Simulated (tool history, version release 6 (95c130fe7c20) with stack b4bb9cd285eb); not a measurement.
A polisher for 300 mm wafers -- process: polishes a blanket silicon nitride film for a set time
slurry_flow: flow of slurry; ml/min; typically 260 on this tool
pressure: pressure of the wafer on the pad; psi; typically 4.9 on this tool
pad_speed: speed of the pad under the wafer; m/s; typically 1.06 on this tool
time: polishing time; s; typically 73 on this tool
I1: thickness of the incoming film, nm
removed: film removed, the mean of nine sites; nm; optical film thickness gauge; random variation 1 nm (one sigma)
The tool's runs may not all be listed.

Run 1, hour 0.0: usual settings; I1 515.5. Result: removed 149.9 nm.
Run 2, hour 7.5: usual settings; I1 526.6. Result: removed 150.3 nm.
At hour 13.4: worn pad replaced by a new one.
Run 3, hour 18.0: usual settings; I1 518.8. Result: removed 150.0 nm.
Run 4, hour 31.7: usual settings; I1 512.7. Result: removed 148.8 nm.
Run 5, hour 76.9: usual settings; I1 523.5. Result: removed 147.4 nm.
Run 6, hour 86.9: usual settings; I1 523.3. Result: removed 148.8 nm.
Run 7, hour 95.0: usual settings; I1 522.5. Result: removed 149.1 nm.
Run 8, hour 111.4: usual settings but pad_speed 0.86 m/s; I1 519.9. Result: removed 134.0 nm.
At hour 126.2: worn pad replaced by a new one.
Run 9, hour 126.7: usual settings; I1 520.4. Result: removed 146.6 nm.
Run 10, hour 136.1: usual settings; I1 514.4. Result: removed 146.6 nm.
Run 11, hour 144.6: usual settings; I1 518.2. Result: removed 146.8 nm.
At hour 146.9: slurry nozzle cleaned.
Run 12, hour 152.0: usual settings but pressure 4.2 psi; I1 522.2. Result: removed 136.0 nm.
Run 13, hour 161.5: usual settings but pressure 4.2 psi; I1 517.9. Result: removed 136.6 nm.
Run 14, hour 167.7: usual settings but slurry_flow 235 ml/min; I1 525.1. Result: removed 155.5 nm.
Run 15, hour 174.4: usual settings but slurry_flow 235 ml/min; I1 520.5. Result: removed 157.3 nm.
Run 16, hour 184.4: usual settings but slurry_flow 225 ml/min; I1 523.4. Result: removed 154.7 nm.
Run 17, hour 190.7: usual settings but slurry_flow 330 ml/min, pressure 3.5 psi, pad_speed 0.82 m/s, time 61 s; I1 524.2. Result: removed 86.8 nm.
At hour 211.0: worn pad replaced by a new one.
Run 18, hour 211.5: usual settings but time 88 s; I1 530.0. Result: removed 190.8 nm.
Run 19, hour 216.9: usual settings but slurry_flow 210 ml/min, pressure 4.3 psi, time 98 s; I1 524.4. Result: removed 179.3 nm.
Run 20, hour 223.4: usual settings but pressure 5.6 psi, time 58 s; I1 528.8. Result: removed 142.9 nm.
Run 21, hour 241.1: usual settings but pressure 5.4 psi, pad_speed 0.74 m/s, time 91 s; I1 522.1. Result: removed 184.7 nm.
Run 22, hour 252.1: usual settings but slurry_flow 190 ml/min, pressure 6.5 psi, pad_speed 0.78 m/s, time 55 s; I1 520.5. Result: removed 131.1 nm.
Run 23, hour 261.8: usual settings but slurry_flow 215 ml/min; I1 521.4. Result: removed 152.5 nm.
Run 24, hour 275.9: usual settings; I1 521.5. Result: removed 159.0 nm.
At hour 286.8: head pressure recalibrated.
Run 25, hour 287.8: usual settings; I1 509.2. Result: removed 146.3 nm.
Run 26, hour 297.9: usual settings; I1 521.6. Result: removed 146.1 nm.
At hour 311.5: worn pad replaced by a new one.
Run 27, hour 314.4: usual settings but pressure 5.4 psi, pad_speed 0.74 m/s, time 91 s; I1 518.2. Result: removed 173.9 nm.
Run 28, hour 348.6: usual settings; I1 527.5. Result: removed 148.6 nm.
Run 29, hour 357.2: usual settings but pad_speed 0.74 m/s, time 59 s; I1 516.8. Result: removed 101.7 nm.
Run 30, hour 371.2: usual settings but time 85 s; I1 522.8. Result: removed 171.8 nm.
Run 31, hour 382.7: usual settings; I1 511.1. Result: removed 148.8 nm.
Run 32, hour 389.1: usual settings but slurry_flow 300 ml/min, pressure 5.7 psi, pad_speed 1.22 m/s, time 54 s; I1 510.4. Result: removed 138.8 nm.
Run 33, hour 400.9: usual settings but slurry_flow 335 ml/min, pressure 5.7 psi, time 66 s; I1 520.7. Result: removed 160.5 nm.
At hour 412.6: worn pad replaced by a new one.
Run 34, hour 424.3: usual settings; I1 521.9. Result: removed 148.6 nm.
Run 35, hour 441.4: usual settings but slurry_flow 170 ml/min, pressure 3.5 psi, pad_speed 0.84 m/s, time 56 s; I1 528.4. Result: removed 67.4 nm.
Run 36, hour 466.9: usual settings; I1 520.4. Result: removed 149.0 nm.

Forecast each of these 5 alternatives for the next run:
Run A, hour 467.3: usual settings; I1 515.8. Result: removed ?.
Run B, hour 467.3: usual settings but time 58 s; I1 515.8. Result: removed ?.
Run C, hour 467.3: usual settings but pressure 6.0 psi; I1 515.8. Result: removed ?.
Run D, hour 467.3: usual settings but slurry_flow 220 ml/min, pad_speed 0.96 m/s, time 47 s; I1 515.8. Result: removed ?.
Run E, hour 467.3: usual settings but slurry_flow 340 ml/min, pressure 4.4 psi; I1 515.8. Result: removed ?.

run  removed
  A    150.5
  B    119.5
  C    184.2
  D     90.1
  E    139.5
The same runs, with their run-to-run variation unchanged, on a tool lacking any hidden condition would have given:
run  removed
  A    149.5
  B    118.8
  C    183.1
  D     90.0
  E    137.8
